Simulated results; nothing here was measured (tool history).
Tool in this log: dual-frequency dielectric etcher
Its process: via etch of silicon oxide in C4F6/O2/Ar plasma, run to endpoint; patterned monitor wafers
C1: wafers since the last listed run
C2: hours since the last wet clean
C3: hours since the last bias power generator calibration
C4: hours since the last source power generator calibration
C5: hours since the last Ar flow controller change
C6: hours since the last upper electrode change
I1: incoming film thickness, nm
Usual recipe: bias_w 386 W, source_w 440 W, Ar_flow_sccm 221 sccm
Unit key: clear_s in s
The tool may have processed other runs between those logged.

Run 1, hour 0.0: usual settings but Ar_flow_sccm 243 sccm; C1 0; C2 124.8; C3 2854.3; C4 1698.6; C5 3780.0; C6 1811.9; I1 127.4. Result: clear_s 29.2 s.
Run 2, hour 9.6: usual settings but Ar_flow_sccm 243 sccm; C1 152; C2 134.4; C3 2863.9; C4 1708.2; C5 3789.6; C6 1821.5; I1 126.7. Result: clear_s 29.1 s.
Run 3, hour 26.8: usual settings but Ar_flow_sccm 252 sccm; C1 272; C2 151.6; C3 2881.1; C4 1725.4; C5 3806.8; C6 1838.7; I1 127.2. Result: clear_s 29.2 s.
Run 4, hour 36.5: usual settings but Ar_flow_sccm 252 sccm; C1 153; C2 161.3; C3 2890.8; C4 1735.1; C5 3816.5; C6 1848.4; I1 126.7. Result: clear_s 29.3 s.
Run 5, hour 49.4: usual settings but Ar_flow_sccm 208 sccm; C1 204; C2 174.2; C3 2903.7; C4 1748.0; C5 3829.4; C6 1861.3; I1 127.6. Result: clear_s 28.6 s.
Run 6, hour 59.1: usual settings but Ar_flow_sccm 208 sccm; C1 153; C2 183.9; C3 2913.4; C4 1757.7; C5 3839.1; C6 1871.0; I1 126.1. Result: clear_s 28.2 s.
Run 7, hour 75.4: usual settings but Ar_flow_sccm 208 sccm; C1 258; C2 200.2; C3 2929.7; C4 1774.0; C5 3855.4; C6 1887.3; I1 126.5. Result: clear_s 28.2 s.
Run 8, hour 92.4: usual settings; C1 269; C2 217.2; C3 2946.7; C4 1791.0; C5 3872.4; C6 1904.3; I1 127.2. Result: clear_s 29.0 s.
At hour 106.4: source power generator calibrated.
Run 9, hour 109.6: usual settings but source_w 410 W; C1 209; C2 234.4; C3 2963.9; C4 3.2; C5 3889.6; C6 1921.5; I1 127.3. Result: clear_s 29.5 s.
Run 10, hour 123.4: usual settings but source_w 410 W; C1 218; C2 248.2; C3 2977.7; C4 17.0; C5 3903.4; C6 1935.3; I1 126.3. Result: clear_s 29.2 s.
Run 11, hour 138.5: usual settings but source_w 410 W; C1 239; C2 263.3; C3 2992.8; C4 32.1; C5 3918.5; C6 1950.4; I1 127.3. Result: clear_s 29.8 s.
Run 12, hour 146.6: usual settings but source_w 410 W, Ar_flow_sccm 166 sccm; C1 128; C2 271.4; C3 3000.9; C4 40.2; C5 3926.6; C6 1958.5; I1 127.6. Result: clear_s 27.9 s.
Run 13, hour 158.5: usual settings but bias_w 416 W, source_w 490 W; C1 188; C2 283.3; C3 3012.8; C4 52.1; C5 3938.5; C6 1970.4; I1 126.0. Result: clear_s 26.9 s.
Run 14, hour 167.7: usual settings; C1 145; C2 292.5; C3 3022.0; C4 61.3; C5 3947.7; C6 1979.6; I1 125.8. Result: clear_s 29.1 s.
Run 15, hour 184.5: usual settings; C1 266; C2 309.3; C3 3038.8; C4 78.1; C5 3964.5; C6 1996.4; I1 127.7. Result: clear_s 29.1 s.
At hour 219.0: wet clean of the chamber.
At hour 240.1: upper electrode replaced.
Run 16, hour 240.6: usual settings but bias_w 357 W, source_w 360 W, Ar_flow_sccm 256 sccm; C1 174; C2 21.6; C3 3094.9; C4 134.2; C5 4020.6; C6 0.5; I1 126.8. Result: clear_s 31.5 s.
Run 17, hour 241.0: usual settings; C1 6; C2 22.0; C3 3095.3; C4 134.6; C5 4021.0; C6 0.9; I1 127.0. Result: clear_s 28.2 s.
Run 18, hour 241.3: usual settings; C1 4; C2 22.3; C3 3095.6; C4 134.9; C5 4021.3; C6 1.2; I1 126.8. Result: clear_s 28.0 s.
At hour 252.5: bias power generator calibrated.
At hour 260.0: Ar flow controller replaced.
Run 19, hour 262.9: usual settings but Ar_flow_sccm 243 sccm; C1 183; C2 43.9; C3 10.4; C4 156.5; C5 2.9; C6 22.8; I1 127.4. Result: clear_s 28.8 s.
Run 20, hour 271.3: usual settings but source_w 400 W; C1 133; C2 52.3; C3 18.8; C4 164.9; C5 11.3; C6 31.2; I1 126.2. Result: clear_s 28.9 s.
Run 21, hour 287.3: usual settings but bias_w 455 W; C1 253; C2 68.3; C3 34.8; C4 180.9; C5 27.3; C6 47.2; I1 124.0. Result: clear_s 25.3 s.
Run 22, hour 297.3: usual settings but bias_w 474 W, source_w 360 W, Ar_flow_sccm 174 sccm; C1 158; C2 78.3; C3 44.8; C4 190.9; C5 37.3; C6 57.2; I1 126.7. Result: clear_s 25.3 s.
Run 23, hour 308.2: usual settings but bias_w 310 W, source_w 380 W, Ar_flow_sccm 183 sccm; C1 172; C2 89.2; C3 55.7; C4 201.8; C5 48.2; C6 68.1; I1 126.9. Result: clear_s 32.6 s.
Run 24, hour 324.2: usual settings but bias_w 327 W, source_w 510 W, Ar_flow_sccm 187 sccm; C1 253; C2 105.2; C3 71.7; C4 217.8; C5 64.2; C6 84.1; I1 125.5. Result: clear_s 29.0 s.
Run 25, hour 338.0: usual settings but Ar_flow_sccm 243 sccm; C1 218; C2 119.0; C3 85.5; C4 231.6; C5 78.0; C6 97.9; I1 127.8. Result: clear_s 29.3 s.
Run 26, hour 353.1: usual settings but bias_w 304 W; C1 239; C2 134.1; C3 100.6; C4 246.7; C5 93.1; C6 113.0; I1 127.3. Result: clear_s 33.0 s.
Run 27, hour 359.9: usual settings; C1 107; C2 140.9; C3 107.4; C4 253.5; C5 99.9; C6 119.8; I1 126.6. Result: clear_s 28.4 s.
Run 28, hour 371.7: usual settings but source_w 540 W; C1 187; C2 152.7; C3 119.2; C4 265.3; C5 111.7; C6 131.6; I1 126.6. Result: clear_s 27.3 s.

Below are 5 alternative next runs, each starting from the tool's condition after run 28. Predict each:
Run A, hour 372.1: usual settings; C1 6; C2 153.1; C3 119.6; C4 265.7; C5 112.1; C6 132.0; I1 126.4. Result: clear_s ?.
Run B, hour 372.1: usual settings but source_w 380 W, Ar_flow_sccm 244 sccm; C1 6; C2 153.1; C3 119.6; C4 265.7; C5 112.1; C6 132.0; I1 126.4. Result: clear_s ?.
Run C, hour 372.1: usual settings but Ar_flow_sccm 273 sccm; C1 6; C2 153.1; C3 119.6; C4 265.7; C5 112.1; C6 132.0; I1 126.4. Result: clear_s ?.
Run D, hour 372.1: usual settings but bias_w 439 W, source_w 490 W, Ar_flow_sccm 244 sccm; C1 6; C2 153.1; C3 119.6; C4 265.7; C5 112.1; C6 132.0; I1 126.4. Result: clear_s ?.
Run E, hour 372.1: usual settings but bias_w 470 W, source_w 390 W; C1 6; C2 153.1; C3 119.6; C4 265.7; C5 112.1; C6 132.0; I1 126.4. Result: clear_s ?.

run  clear_s
  A     28.5
  B     30.0
  C     29.6
  D     26.3
  E     26.3
Take away the tool's hidden state, keep each run's random variation, and the runs would have read:
run  clear_s
  A     28.2
  B     29.6
  C     29.2
  D     26.0
  E     25.9
